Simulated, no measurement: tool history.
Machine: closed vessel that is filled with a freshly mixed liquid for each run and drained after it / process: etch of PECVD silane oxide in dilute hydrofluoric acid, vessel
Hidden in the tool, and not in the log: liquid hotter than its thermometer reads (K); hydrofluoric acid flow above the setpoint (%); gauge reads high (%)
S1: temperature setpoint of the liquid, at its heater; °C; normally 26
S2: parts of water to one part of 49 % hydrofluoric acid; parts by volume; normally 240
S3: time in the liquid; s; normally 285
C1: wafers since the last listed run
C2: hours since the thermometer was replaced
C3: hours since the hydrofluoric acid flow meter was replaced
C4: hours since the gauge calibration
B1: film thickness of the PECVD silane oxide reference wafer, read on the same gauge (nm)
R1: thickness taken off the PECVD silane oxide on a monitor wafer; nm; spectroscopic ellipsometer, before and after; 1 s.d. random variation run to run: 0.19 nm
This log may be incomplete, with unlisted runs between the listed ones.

{"run": 1, "hour": 0.0, "S1": 26, "S2": 240, "S3": 285, "C1": 0, "C2": 588.1, "C3": 628.5, "C4": 634.4, "B1": 30.01, "R1": 20.67}
{"hour": 199.6, "done": "thermometer replaced"}
{"run": 2, "hour": 208.0, "S1": 26, "S2": 240, "S3": 285, "C1": 17571, "C2": 8.4, "C3": 836.5, "C4": 842.4, "B1": 30, "R1": 19.47}
{"run": 3, "hour": 282.1, "S1": 26, "S2": 240, "S3": 285, "C1": 6290, "C2": 82.5, "C3": 910.6, "C4": 916.5, "B1": 30.01, "R1": 19.23}
{"run": 4, "hour": 325.4, "S1": 26, "S2": 240, "S3": 285, "C1": 3675, "C2": 125.8, "C3": 953.9, "C4": 959.8, "B1": 30.01, "R1": 19.74}
{"run": 5, "hour": 393.7, "S1": 23, "S2": 270, "S3": 285, "C1": 5797, "C2": 194.1, "C3": 1022.2, "C4": 1028.1, "B1": 29.98, "R1": 15.09}
{"run": 6, "hour": 687.4, "S1": 23, "S2": 270, "S3": 285, "C1": 24930, "C2": 487.8, "C3": 1315.9, "C4": 1321.8, "B1": 30, "R1": 15.77}
{"run": 7, "hour": 779.8, "S1": 26, "S2": 240, "S3": 285, "C1": 7843, "C2": 580.2, "C3": 1408.3, "C4": 1414.2, "B1": 30, "R1": 20.59}
{"run": 8, "hour": 836.0, "S1": 26, "S2": 240, "S3": 285, "C1": 4770, "C2": 636.4, "C3": 1464.5, "C4": 1470.4, "B1": 29.99, "R1": 20.84}
{"hour": 850.0, "done": "thermometer replaced"}
{"hour": 923.3, "done": "hydrofluoric acid flow meter replaced"}
{"run": 9, "hour": 930.4, "S1": 26, "S2": 240, "S3": 285, "C1": 7843, "C2": 80.4, "C3": 7.1, "C4": 1564.8, "B1": 29.99, "R1": 19.91}
{"run": 10, "hour": 967.9, "S1": 24, "S2": 270, "S3": 285, "C1": 3183, "C2": 117.9, "C3": 44.6, "C4": 1602.3, "B1": 30.02, "R1": 15.7}
{"hour": 1021.1, "done": "gauge calibrated"}
{"run": 11, "hour": 1031.4, "S1": 24, "S2": 270, "S3": 285, "C1": 5390, "C2": 181.4, "C3": 108.1, "C4": 10.3, "B1": 30, "R1": 15.82}
{"run": 12, "hour": 1105.6, "S1": 26, "S2": 240, "S3": 285, "C1": 6298, "C2": 255.6, "C3": 182.3, "C4": 84.5, "B1": 30, "R1": 19.8}
{"run": 13, "hour": 1376.5, "S1": 26, "S2": 200, "S3": 285, "C1": 22995, "C2": 526.5, "C3": 453.2, "C4": 355.4, "B1": 29.99, "R1": 25.38}
{"run": 14, "hour": 1454.8, "S1": 22.5, "S2": 295, "S3": 395, "C1": 6646, "C2": 604.8, "C3": 531.5, "C4": 433.7, "B1": 30.01, "R1": 19.07}
{"run": 15, "hour": 1532.6, "S1": 21, "S2": 155, "S3": 385, "C1": 6604, "C2": 682.6, "C3": 609.3, "C4": 511.5, "B1": 30, "R1": 39.29}
{"hour": 1585.4, "done": "thermometer replaced"}
{"run": 16, "hour": 1610.3, "S1": 26, "S2": 240, "S3": 285, "C1": 6510, "C2": 24.9, "C3": 687, "C4": 589.2, "B1": 30.02, "R1": 19.84}
{"run": 17, "hour": 1715.5, "S1": 26, "S2": 340, "S3": 285, "C1": 8929, "C2": 130.1, "C3": 792.2, "C4": 694.4, "B1": 30.02, "R1": 12.87}
{"run": 18, "hour": 1793.6, "S1": 26, "S2": 240, "S3": 285, "C1": 6629, "C2": 208.2, "C3": 870.3, "C4": 772.5, "B1": 30, "R1": 20.15}
{"run": 19, "hour": 1884.0, "S1": 30, "S2": 355, "S3": 155, "C1": 7673, "C2": 298.6, "C3": 960.7, "C4": 862.9, "B1": 29.99, "R1": 7.57}
{"run": 20, "hour": 1968.3, "S1": 26, "S2": 240, "S3": 285, "C1": 7155, "C2": 382.9, "C3": 1045, "C4": 947.2, "B1": 29.98, "R1": 20.4}
{"run": 21, "hour": 2072.4, "S1": 29.5, "S2": 240, "S3": 355, "C1": 8836, "C2": 487, "C3": 1149.1, "C4": 1051.3, "B1": 30.02, "R1": 28.84}
{"run": 22, "hour": 2126.6, "S1": 26, "S2": 290, "S3": 285, "C1": 4600, "C2": 541.2, "C3": 1203.3, "C4": 1105.5, "B1": 29.99, "R1": 16.21}

Difference, measured minus no-hidden-state, one row per run. Run-to-run variation is common to both terms; the gauge's own scatter need not be:
run=1 R1=+0.85
run=2 R1=+0.05
run=3 R1=+0.15
run=4 R1=+0.21
run=5 R1=+0.24
run=6 R1=+0.57
run=7 R1=+0.85
run=8 R1=+0.95
run=9 R1=+0.14
run=10 R1=+0.14
run=11 R1=+0.22
run=12 R1=+0.38
run=13 R1=+0.99
run=14 R1=+0.83
run=15 R1=+2.1
run=16 R1=+0.22
run=17 R1=+0.22
run=18 R1=+0.48
run=19 R1=+0.2
run=20 R1=+0.73
run=21 R1=+1.2
run=22 R1=+0.74
